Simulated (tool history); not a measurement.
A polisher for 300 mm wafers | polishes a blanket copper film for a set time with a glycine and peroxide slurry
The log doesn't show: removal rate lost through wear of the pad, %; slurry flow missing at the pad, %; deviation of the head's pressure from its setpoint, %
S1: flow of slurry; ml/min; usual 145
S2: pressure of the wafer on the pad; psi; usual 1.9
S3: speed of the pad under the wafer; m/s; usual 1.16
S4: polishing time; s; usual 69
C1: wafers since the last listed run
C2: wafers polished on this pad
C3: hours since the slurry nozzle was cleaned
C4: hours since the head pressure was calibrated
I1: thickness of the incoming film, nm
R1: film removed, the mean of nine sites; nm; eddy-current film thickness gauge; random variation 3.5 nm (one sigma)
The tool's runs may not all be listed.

{"run": 1, "day": 0.0, "S1": 145, "S2": 1.9, "S3": 1.16, "S4": 69, "C1": 0, "C2": 1180, "C3": 267.7, "C4": 261.1, "I1": 1426.8, "R1": 322.8}
{"run": 2, "day": 0.683, "S1": 145, "S2": 1.9, "S3": 1.16, "S4": 69, "C1": 103, "C2": 1284, "C3": 284.1, "C4": 277.5, "I1": 1445.3, "R1": 328.3}
{"run": 3, "day": 1.217, "S1": 145, "S2": 1.9, "S3": 1.16, "S4": 69, "C1": 81, "C2": 1365, "C3": 296.9, "C4": 290.3, "I1": 1417.2, "R1": 322.6}
{"run": 4, "day": 1.758, "S1": 145, "S2": 1.9, "S3": 1.16, "S4": 69, "C1": 82, "C2": 1447, "C3": 309.9, "C4": 303.3, "I1": 1429.4, "R1": 323.4}
{"day": 2.15, "done": "worn pad replaced by a new one"}
{"run": 5, "day": 2.462, "S1": 145, "S2": 1.9, "S3": 1.16, "S4": 69, "C1": 81, "C2": 47, "C3": 326.8, "C4": 320.2, "I1": 1409.0, "R1": 325.0}
{"run": 6, "day": 2.967, "S1": 145, "S2": 1.9, "S3": 1.16, "S4": 69, "C1": 76, "C2": 124, "C3": 338.9, "C4": 332.3, "I1": 1457.3, "R1": 322.6}
{"run": 7, "day": 3.292, "S1": 145, "S2": 1.9, "S3": 1.16, "S4": 69, "C1": 49, "C2": 173, "C3": 346.7, "C4": 340.1, "I1": 1452.5, "R1": 324.9}
{"run": 8, "day": 3.95, "S1": 145, "S2": 1.4, "S3": 1.16, "S4": 69, "C1": 100, "C2": 273, "C3": 362.5, "C4": 355.9, "I1": 1435.9, "R1": 268.0}
{"run": 9, "day": 4.688, "S1": 145, "S2": 1.4, "S3": 1.16, "S4": 69, "C1": 112, "C2": 385, "C3": 380.2, "C4": 373.6, "I1": 1454.9, "R1": 267.5}
{"run": 10, "day": 5.379, "S1": 145, "S2": 1.4, "S3": 1.16, "S4": 69, "C1": 105, "C2": 490, "C3": 396.8, "C4": 390.2, "I1": 1424.3, "R1": 262.8}
{"run": 11, "day": 5.771, "S1": 145, "S2": 1.5, "S3": 1.16, "S4": 69, "C1": 59, "C2": 550, "C3": 406.2, "C4": 399.6, "I1": 1412.2, "R1": 276.6}
{"run": 12, "day": 6.517, "S1": 145, "S2": 1.5, "S3": 1.16, "S4": 69, "C1": 113, "C2": 663, "C3": 424.1, "C4": 417.5, "I1": 1445.8, "R1": 272.7}
{"run": 13, "day": 6.871, "S1": 145, "S2": 1.9, "S3": 1.16, "S4": 69, "C1": 53, "C2": 717, "C3": 432.6, "C4": 426.0, "I1": 1418.8, "R1": 325.3}
{"run": 14, "day": 7.6, "S1": 145, "S2": 1.9, "S3": 1.16, "S4": 69, "C1": 110, "C2": 828, "C3": 450.1, "C4": 443.5, "I1": 1414.2, "R1": 322.0}
{"run": 15, "day": 8.038, "S1": 145, "S2": 1.9, "S3": 1.16, "S4": 69, "C1": 66, "C2": 894, "C3": 460.6, "C4": 454.0, "I1": 1449.0, "R1": 321.1}
{"run": 16, "day": 8.554, "S1": 120, "S2": 1.9, "S3": 1.34, "S4": 69, "C1": 78, "C2": 973, "C3": 473.0, "C4": 466.4, "I1": 1423.8, "R1": 327.0}
{"run": 17, "day": 9.217, "S1": 120, "S2": 1.9, "S3": 1.34, "S4": 69, "C1": 100, "C2": 1074, "C3": 488.9, "C4": 482.3, "I1": 1422.1, "R1": 336.3}
{"run": 18, "day": 9.588, "S1": 145, "S2": 1.9, "S3": 1.16, "S4": 79, "C1": 56, "C2": 1130, "C3": 497.8, "C4": 491.2, "I1": 1442.3, "R1": 360.9}
{"day": 9.75, "done": "head pressure recalibrated"}
{"run": 19, "day": 9.904, "S1": 115, "S2": 1.4, "S3": 0.96, "S4": 69, "C1": 35, "C2": 1165, "C3": 505.4, "C4": 3.7, "I1": 1410.0, "R1": 220.1}
{"run": 20, "day": 10.65, "S1": 115, "S2": 1.4, "S3": 0.96, "S4": 69, "C1": 113, "C2": 1279, "C3": 523.3, "C4": 21.6, "I1": 1428.7, "R1": 223.0}
{"run": 21, "day": 11.05, "S1": 190, "S2": 1.9, "S3": 1.16, "S4": 48, "C1": 60, "C2": 1340, "C3": 532.9, "C4": 31.2, "I1": 1434.2, "R1": 232.5}
{"day": 11.654, "done": "slurry nozzle cleaned"}
{"run": 22, "day": 11.775, "S1": 100, "S2": 1.6, "S3": 1.52, "S4": 59, "C1": 103, "C2": 1443, "C3": 2.9, "C4": 48.6, "I1": 1433.7, "R1": 275.5}
{"day": 12.154, "done": "worn pad replaced by a new one"}
{"run": 23, "day": 12.175, "S1": 145, "S2": 2.5, "S3": 0.86, "S4": 69, "C1": 35, "C2": 3, "C3": 12.5, "C4": 58.2, "I1": 1429.7, "R1": 343.4}
{"run": 24, "day": 12.662, "S1": 145, "S2": 1.9, "S3": 1.16, "S4": 69, "C1": 74, "C2": 77, "C3": 24.2, "C4": 69.9, "I1": 1443.6, "R1": 337.0}
{"run": 25, "day": 13.083, "S1": 145, "S2": 1.9, "S3": 1.16, "S4": 85, "C1": 63, "C2": 141, "C3": 34.3, "C4": 80.0, "I1": 1420.4, "R1": 408.9}
{"run": 26, "day": 13.638, "S1": 125, "S2": 1.4, "S3": 0.86, "S4": 51, "C1": 84, "C2": 225, "C3": 47.6, "C4": 93.3, "I1": 1434.1, "R1": 173.3}
{"run": 27, "day": 14.008, "S1": 145, "S2": 1.7, "S3": 0.94, "S4": 69, "C1": 56, "C2": 281, "C3": 56.5, "C4": 102.2, "I1": 1420.9, "R1": 275.2}
{"run": 28, "day": 14.675, "S1": 145, "S2": 1.9, "S3": 1.16, "S4": 69, "C1": 101, "C2": 383, "C3": 72.5, "C4": 118.2, "I1": 1413.3, "R1": 329.1}
{"run": 29, "day": 15.075, "S1": 145, "S2": 1.9, "S3": 1.5, "S4": 69, "C1": 60, "C2": 443, "C3": 82.1, "C4": 127.8, "I1": 1453.9, "R1": 398.2}
{"run": 30, "day": 15.621, "S1": 145, "S2": 2.5, "S3": 0.92, "S4": 58, "C1": 82, "C2": 526, "C3": 95.2, "C4": 140.9, "I1": 1444.9, "R1": 295.9}
{"run": 31, "day": 16.088, "S1": 105, "S2": 1.9, "S3": 1.16, "S4": 83, "C1": 70, "C2": 597, "C3": 106.4, "C4": 152.1, "I1": 1437.3, "R1": 367.8}
{"run": 32, "day": 16.612, "S1": 160, "S2": 1.9, "S3": 1.16, "S4": 48, "C1": 79, "C2": 677, "C3": 119.0, "C4": 164.7, "I1": 1414.7, "R1": 235.3}
{"run": 33, "day": 17.05, "S1": 145, "S2": 1.9, "S3": 1.34, "S4": 81, "C1": 66, "C2": 743, "C3": 129.5, "C4": 175.2, "I1": 1453.3, "R1": 424.5}
{"run": 34, "day": 17.562, "S1": 145, "S2": 2.5, "S3": 1.16, "S4": 45, "C1": 77, "C2": 821, "C3": 141.8, "C4": 187.5, "I1": 1445.2, "R1": 264.6}
{"run": 35, "day": 19.804, "S1": 165, "S2": 1.6, "S3": 1.16, "S4": 69, "C1": 340, "C2": 1162, "C3": 195.6, "C4": 241.3, "I1": 1420.8, "R1": 303.1}
{"run": 36, "day": 20.55, "S1": 145, "S2": 1.9, "S3": 1.16, "S4": 69, "C1": 113, "C2": 1275, "C3": 213.5, "C4": 259.2, "I1": 1429.2, "R1": 327.0}

What the log doesn't show, run by run:
removal rate lost through wear of the pad, %: 0 in every run
deviation of the head's pressure from its setpoint, %: 0 in every run
H1: slurry flow missing at the pad, %
run=1 H1=12.2
run=2 H1=12.9
run=3 H1=13.5
run=4 H1=14
run=5 H1=14.8
run=6 H1=15.3
run=7 H1=15.6
run=8 H1=16.3
run=9 H1=17.1
run=10 H1=17.8
run=11 H1=18.2
run=12 H1=19
run=13 H1=19.4
run=14 H1=20.2
run=15 H1=20.6
run=16 H1=21.2
run=17 H1=21.9
run=18 H1=22.3
run=19 H1=22.6
run=20 H1=23.4
run=21 H1=23.8
run=22 H1=1.06
run=23 H1=1.48
run=24 H1=2
run=25 H1=2.44
run=26 H1=3.02
run=27 H1=3.41
run=28 H1=4.11
run=29 H1=4.53
run=30 H1=5.11
run=31 H1=5.6
run=32 H1=6.15
run=33 H1=6.61
run=34 H1=7.15
run=35 H1=9.51
run=36 H1=10.3
